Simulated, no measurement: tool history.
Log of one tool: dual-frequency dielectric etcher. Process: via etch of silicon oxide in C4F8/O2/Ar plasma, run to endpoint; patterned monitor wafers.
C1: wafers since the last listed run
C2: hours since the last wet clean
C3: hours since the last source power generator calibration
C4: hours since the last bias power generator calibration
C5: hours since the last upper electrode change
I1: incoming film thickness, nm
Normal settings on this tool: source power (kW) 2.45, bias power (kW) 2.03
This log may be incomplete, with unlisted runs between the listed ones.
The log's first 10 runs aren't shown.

{"run": 11, "hour": 257.4, "source power (kW)": 2.45, "bias power (kW)": 2.03, "C1": 176, "C2": 152.2, "C3": 160.3, "C4": 141.3, "C5": 2792.9, "I1": 1480.3, "endpoint time (s)": 266.1}
{"run": 12, "hour": 284.7, "source power (kW)": 2.45, "bias power (kW)": 2.03, "C1": 139, "C2": 179.5, "C3": 187.6, "C4": 168.6, "C5": 2820.2, "I1": 1460.8, "endpoint time (s)": 263.5}
{"run": 13, "hour": 354.2, "source power (kW)": 1.92, "bias power (kW)": 2.503, "C1": 354, "C2": 249, "C3": 257.1, "C4": 238.1, "C5": 2889.7, "I1": 1478.2, "endpoint time (s)": 273}
{"run": 14, "hour": 371.4, "source power (kW)": 3.04, "bias power (kW)": 1.545, "C1": 87, "C2": 266.2, "C3": 274.3, "C4": 255.3, "C5": 2906.9, "I1": 1472.9, "endpoint time (s)": 267.7}
{"run": 15, "hour": 393.9, "source power (kW)": 2.45, "bias power (kW)": 2.03, "C1": 114, "C2": 288.7, "C3": 296.8, "C4": 277.8, "C5": 2929.4, "I1": 1490.2, "endpoint time (s)": 268.5}
{"run": 16, "hour": 419.5, "source power (kW)": 2.84, "bias power (kW)": 2.415, "C1": 130, "C2": 314.3, "C3": 322.4, "C4": 303.4, "C5": 2955, "I1": 1471.1, "endpoint time (s)": 235.5}
{"run": 17, "hour": 438.3, "source power (kW)": 2.1, "bias power (kW)": 2.03, "C1": 95, "C2": 333.1, "C3": 341.2, "C4": 322.2, "C5": 2973.8, "I1": 1468, "endpoint time (s)": 283.9}
{"run": 18, "hour": 497.8, "source power (kW)": 2.45, "bias power (kW)": 2.03, "C1": 303, "C2": 392.6, "C3": 400.7, "C4": 381.7, "C5": 3033.3, "I1": 1483.8, "endpoint time (s)": 267.4}
{"run": 19, "hour": 532.6, "source power (kW)": 2.45, "bias power (kW)": 1.599, "C1": 177, "C2": 427.4, "C3": 435.5, "C4": 416.5, "C5": 3068.1, "I1": 1465, "endpoint time (s)": 290.1}
{"hour": 571.7, "done": "upper electrode replaced"}
{"run": 20, "hour": 572.2, "source power (kW)": 2.66, "bias power (kW)": 2.364, "C1": 79, "C2": 467, "C3": 475.1, "C4": 456.1, "C5": 0.5, "I1": 1486.6, "endpoint time (s)": 245.9}
{"run": 21, "hour": 572.6, "source power (kW)": 1.99, "bias power (kW)": 2.366, "C1": 2, "C2": 467.4, "C3": 475.5, "C4": 456.5, "C5": 0.9, "I1": 1474.6, "endpoint time (s)": 275.5}
{"run": 22, "hour": 596.0, "source power (kW)": 2.02, "bias power (kW)": 2.353, "C1": 119, "C2": 490.8, "C3": 498.9, "C4": 479.9, "C5": 24.3, "I1": 1466.1, "endpoint time (s)": 273.4}
{"run": 23, "hour": 613.6, "source power (kW)": 2.45, "bias power (kW)": 2.03, "C1": 89, "C2": 508.4, "C3": 516.5, "C4": 497.5, "C5": 41.9, "I1": 1482.3, "endpoint time (s)": 268.9}
{"hour": 655.8, "done": "wet clean of the chamber"}
{"run": 24, "hour": 656.3, "source power (kW)": 2.7, "bias power (kW)": 1.607, "C1": 95, "C2": 0.5, "C3": 559.2, "C4": 540.2, "C5": 84.6, "I1": 1476.4, "endpoint time (s)": 277.5}
{"run": 25, "hour": 660.6, "source power (kW)": 2.45, "bias power (kW)": 2.03, "C1": 21, "C2": 4.8, "C3": 563.5, "C4": 544.5, "C5": 88.9, "I1": 1453.4, "endpoint time (s)": 259.3}
{"run": 26, "hour": 673.0, "source power (kW)": 1.88, "bias power (kW)": 2.03, "C1": 63, "C2": 17.2, "C3": 575.9, "C4": 556.9, "C5": 101.3, "I1": 1476.7, "endpoint time (s)": 296.4}
{"run": 27, "hour": 685.1, "source power (kW)": 2.45, "bias power (kW)": 1.69, "C1": 61, "C2": 29.3, "C3": 588, "C4": 569, "C5": 113.4, "I1": 1481.9, "endpoint time (s)": 283.6}
{"run": 28, "hour": 707.7, "source power (kW)": 2.77, "bias power (kW)": 1.638, "C1": 115, "C2": 51.9, "C3": 610.6, "C4": 591.6, "C5": 136, "I1": 1481.6, "endpoint time (s)": 273.3}
{"run": 29, "hour": 728.7, "source power (kW)": 2.45, "bias power (kW)": 2.03, "C1": 107, "C2": 72.9, "C3": 631.6, "C4": 612.6, "C5": 157, "I1": 1473.2, "endpoint time (s)": 264.5}
{"run": 30, "hour": 748.8, "source power (kW)": 2.82, "bias power (kW)": 1.708, "C1": 102, "C2": 93, "C3": 651.7, "C4": 632.7, "C5": 177.1, "I1": 1458.2, "endpoint time (s)": 262.5}
{"run": 31, "hour": 779.4, "source power (kW)": 2.97, "bias power (kW)": 1.737, "C1": 156, "C2": 123.6, "C3": 682.3, "C4": 663.3, "C5": 207.7, "I1": 1481.4, "endpoint time (s)": 260}
{"run": 32, "hour": 793.5, "source power (kW)": 2.45, "bias power (kW)": 1.827, "C1": 71, "C2": 137.7, "C3": 696.4, "C4": 677.4, "C5": 221.8, "I1": 1481.3, "endpoint time (s)": 275.8}
{"run": 33, "hour": 817.4, "source power (kW)": 1.92, "bias power (kW)": 1.674, "C1": 121, "C2": 161.6, "C3": 720.3, "C4": 701.3, "C5": 245.7, "I1": 1474.6, "endpoint time (s)": 317}
{"run": 34, "hour": 830.0, "source power (kW)": 1.9, "bias power (kW)": 2.524, "C1": 64, "C2": 174.2, "C3": 732.9, "C4": 713.9, "C5": 258.3, "I1": 1473.2, "endpoint time (s)": 271.3}

Each row is a separate what-if for the run after 34, all from the same tool condition, not one after another. Results?
{"run": "A", "hour": 830.5, "source power (kW)": 2.45, "bias power (kW)": 2.03, "C1": 2, "C2": 174.7, "C3": 733.4, "C4": 714.4, "C5": 258.8, "I1": 1490.2, "endpoint time (s)": "?"}
{"run": "B", "hour": 830.5, "source power (kW)": 2.24, "bias power (kW)": 1.877, "C1": 2, "C2": 174.7, "C3": 733.4, "C4": 714.4, "C5": 258.8, "I1": 1490.2, "endpoint time (s)": "?"}
{"run": "C", "hour": 830.5, "source power (kW)": 2.03, "bias power (kW)": 2.219, "C1": 2, "C2": 174.7, "C3": 733.4, "C4": 714.4, "C5": 258.8, "I1": 1490.2, "endpoint time (s)": "?"}
{"run": "D", "hour": 830.5, "source power (kW)": 2.8, "bias power (kW)": 1.793, "C1": 2, "C2": 174.7, "C3": 733.4, "C4": 714.4, "C5": 258.8, "I1": 1490.2, "endpoint time (s)": "?"}
{"run": "E", "hour": 830.5, "source power (kW)": 2.95, "bias power (kW)": 1.649, "C1": 2, "C2": 174.7, "C3": 733.4, "C4": 714.4, "C5": 258.8, "I1": 1490.2, "endpoint time (s)": "?"}

run=A endpoint_time_(s)=268.2
run=B endpoint_time_(s)=286.4
run=C endpoint_time_(s)=280.3
run=D endpoint_time_(s)=265.5
run=E endpoint_time_(s)=267.8
What these runs would have given with no unlogged condition in the tool:
run=A endpoint_time_(s)=269
run=B endpoint_time_(s)=287.3
run=C endpoint_time_(s)=281.3
run=D endpoint_time_(s)=266.3
run=E endpoint_time_(s)=268.6

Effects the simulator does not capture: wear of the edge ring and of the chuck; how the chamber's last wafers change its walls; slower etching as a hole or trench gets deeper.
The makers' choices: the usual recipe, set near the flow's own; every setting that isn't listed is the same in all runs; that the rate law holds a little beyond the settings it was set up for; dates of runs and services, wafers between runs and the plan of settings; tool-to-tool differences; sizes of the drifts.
